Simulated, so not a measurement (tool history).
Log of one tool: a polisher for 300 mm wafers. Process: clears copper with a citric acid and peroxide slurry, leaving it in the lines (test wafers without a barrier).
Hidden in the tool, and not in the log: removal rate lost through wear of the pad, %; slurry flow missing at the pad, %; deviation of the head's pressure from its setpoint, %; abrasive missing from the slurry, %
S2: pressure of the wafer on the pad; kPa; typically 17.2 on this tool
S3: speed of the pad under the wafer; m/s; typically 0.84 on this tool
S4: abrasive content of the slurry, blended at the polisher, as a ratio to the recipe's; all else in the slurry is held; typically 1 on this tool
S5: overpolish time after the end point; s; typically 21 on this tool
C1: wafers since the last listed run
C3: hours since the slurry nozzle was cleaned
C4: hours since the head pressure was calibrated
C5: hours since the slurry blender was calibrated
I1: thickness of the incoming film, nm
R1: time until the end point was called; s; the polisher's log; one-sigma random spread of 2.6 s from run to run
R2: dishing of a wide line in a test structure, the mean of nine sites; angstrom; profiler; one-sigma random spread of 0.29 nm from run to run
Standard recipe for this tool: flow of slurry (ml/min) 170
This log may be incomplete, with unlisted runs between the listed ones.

Run 1, hour 0: usual settings; C1 0; wafers polished on this pad 404; C3 43.2; C4 301; C5 138.2; I1 253.2. Result: R1 195.5 s, R2 236 angstrom.
At hour 36.4: head pressure recalibrated.
Run 2, hour 91.5: usual settings; C1 339; wafers polished on this pad 744; C3 134.7; C4 55.1; C5 229.7; I1 252.4. Result: R1 207.8 s, R2 228 angstrom.
At hour 117.4: worn pad replaced by a new one.
Run 3, hour 117.9: usual settings; C1 84; wafers polished on this pad 1; C3 161.1; C4 81.5; C5 256.1; I1 251. Result: R1 178.4 s, R2 254 angstrom.
Run 4, hour 144.5: usual settings but S4 1.1; C1 100; wafers polished on this pad 102; C3 187.7; C4 108.1; C5 282.7; I1 245.2. Result: R1 177.1 s, R2 255 angstrom.
Run 5, hour 158.7: usual settings; C1 53; wafers polished on this pad 156; C3 201.9; C4 122.3; C5 296.9; I1 251.6. Result: R1 184.4 s, R2 251 angstrom.
Run 6, hour 177.8: usual settings; C1 72; wafers polished on this pad 229; C3 221; C4 141.4; C5 316; I1 248.3. Result: R1 179.9 s, R2 252 angstrom.
At hour 188.1: slurry nozzle cleaned.
Run 7, hour 194.1: usual settings; C1 58; wafers polished on this pad 287; C3 6; C4 157.7; C5 332.3; I1 245.8. Result: R1 186.5 s, R2 245 angstrom.
Run 8, hour 220.8: usual settings; C1 101; wafers polished on this pad 388; C3 32.7; C4 184.4; C5 359; I1 251.4. Result: R1 185.9 s, R2 239 angstrom.
Run 9, hour 240.7: usual settings but S2 19.3 kPa; C1 75; wafers polished on this pad 463; C3 52.6; C4 204.3; C5 378.9; I1 250.5. Result: R1 178.6 s, R2 262 angstrom.
Run 10, hour 260.4: usual settings; C1 74; wafers polished on this pad 538; C3 72.3; C4 224; C5 398.6; I1 244.7. Result: R1 193.5 s, R2 237 angstrom.
At hour 267: slurry blender recalibrated.
Run 11, hour 280.2: usual settings; C1 67; wafers polished on this pad 606; C3 92.1; C4 243.8; C5 13.2; I1 253.2. Result: R1 199.7 s, R2 234 angstrom.
Run 12, hour 302.9: usual settings but S2 22.8 kPa; C1 86; wafers polished on this pad 692; C3 114.8; C4 266.5; C5 35.9; I1 245.4. Result: R1 165.6 s, R2 285 angstrom.
Run 13, hour 337.9: usual settings; C1 132; wafers polished on this pad 824; C3 149.8; C4 301.5; C5 70.9; I1 250.6. Result: R1 202.8 s, R2 225 angstrom.
Run 14, hour 360.9: usual settings but flow of slurry (ml/min) 120; C1 87; wafers polished on this pad 912; C3 172.8; C4 324.5; C5 93.9; I1 251.2. Result: R1 221 s, R2 212 angstrom.
At hour 366.6: worn pad replaced by a new one.
Run 15, hour 388: usual settings; C1 87; wafers polished on this pad 81; C3 199.9; C4 351.6; C5 121; I1 251.1. Result: R1 178.9 s, R2 251 angstrom.
At hour 418.5: slurry nozzle cleaned.
Run 16, hour 420.3: usual settings; C1 118; wafers polished on this pad 199; C3 1.8; C4 383.9; C5 153.3; I1 247.8. Result: R1 183.7 s, R2 250 angstrom.
Run 17, hour 434.6: usual settings; C1 54; wafers polished on this pad 254; C3 16.1; C4 398.2; C5 167.6; I1 250.5. Result: R1 186.1 s, R2 245 angstrom.
At hour 459.5: head pressure recalibrated.
Run 18, hour 469.4: usual settings but flow of slurry (ml/min) 190, S4 0.85; C1 124; wafers polished on this pad 378; C3 50.9; C4 9.9; C5 202.4; I1 250.6. Result: R1 189.1 s, R2 240 angstrom.
Run 19, hour 490.5: usual settings; C1 80; wafers polished on this pad 458; C3 72; C4 31; C5 223.5; I1 252.3. Result: R1 188.4 s, R2 243 angstrom.
Run 20, hour 513.6: usual settings; C1 87; wafers polished on this pad 546; C3 95.1; C4 54.1; C5 246.6; I1 244.6. Result: R1 188.9 s, R2 240 angstrom.
Run 21, hour 544.5: usual settings but S2 11.7 kPa, S3 0.54 m/s, S4 0.75; C1 117; wafers polished on this pad 663; C3 126; C4 85; C5 277.5; I1 247.6. Result: R1 335.9 s, R2 138 angstrom.
Run 22, hour 579.2: usual settings but S2 19.3 kPa, S3 1.02 m/s; C1 131; wafers polished on this pad 794; C3 160.7; C4 119.7; C5 312.2; I1 248.8. Result: R1 163.5 s, R2 279 angstrom.
At hour 617.7: worn pad replaced by a new one.
Run 23, hour 618.2: usual settings but S2 23.4 kPa; C1 132; wafers polished on this pad 1; C3 199.7; C4 158.7; C5 351.2; I1 249.6. Result: R1 148.3 s, R2 319 angstrom.
At hour 627.9: slurry nozzle cleaned.
Run 24, hour 646.5: usual settings; C1 103; wafers polished on this pad 105; C3 18.6; C4 187; C5 379.5; I1 250.7. Result: R1 178.8 s, R2 250 angstrom.
At hour 665.5: slurry blender recalibrated.
Run 25, hour 673.6: usual settings but flow of slurry (ml/min) 150; C1 95; wafers polished on this pad 200; C3 45.7; C4 214.1; C5 8.1; I1 248.3. Result: R1 189.6 s, R2 241 angstrom.
Run 26, hour 698.5: usual settings but S3 1.04 m/s; C1 94; wafers polished on this pad 295; C3 70.6; C4 239; C5 33; I1 252.5. Result: R1 167.7 s, R2 277 angstrom.
Run 27, hour 721.8: usual settings but S3 0.62 m/s; C1 88; wafers polished on this pad 383; C3 93.9; C4 262.3; C5 56.3; I1 251.8. Result: R1 230.3 s, R2 205 angstrom.

What does the tool deliver on the next run?
Run 28, hour 734.5: usual settings but S2 13.8 kPa, S3 0.62 m/s, S5 13 s; C1 48; wafers polished on this pad 431; C3 106.6; C4 275; C5 69; I1 252.4. Result: R1 ?, R2 ?.

R1: 268.6 s
R2: 110 angstrom
The same run, on a tool lacking any hidden state, would have yielded R1 247.9 s, R2 119 angstrom.
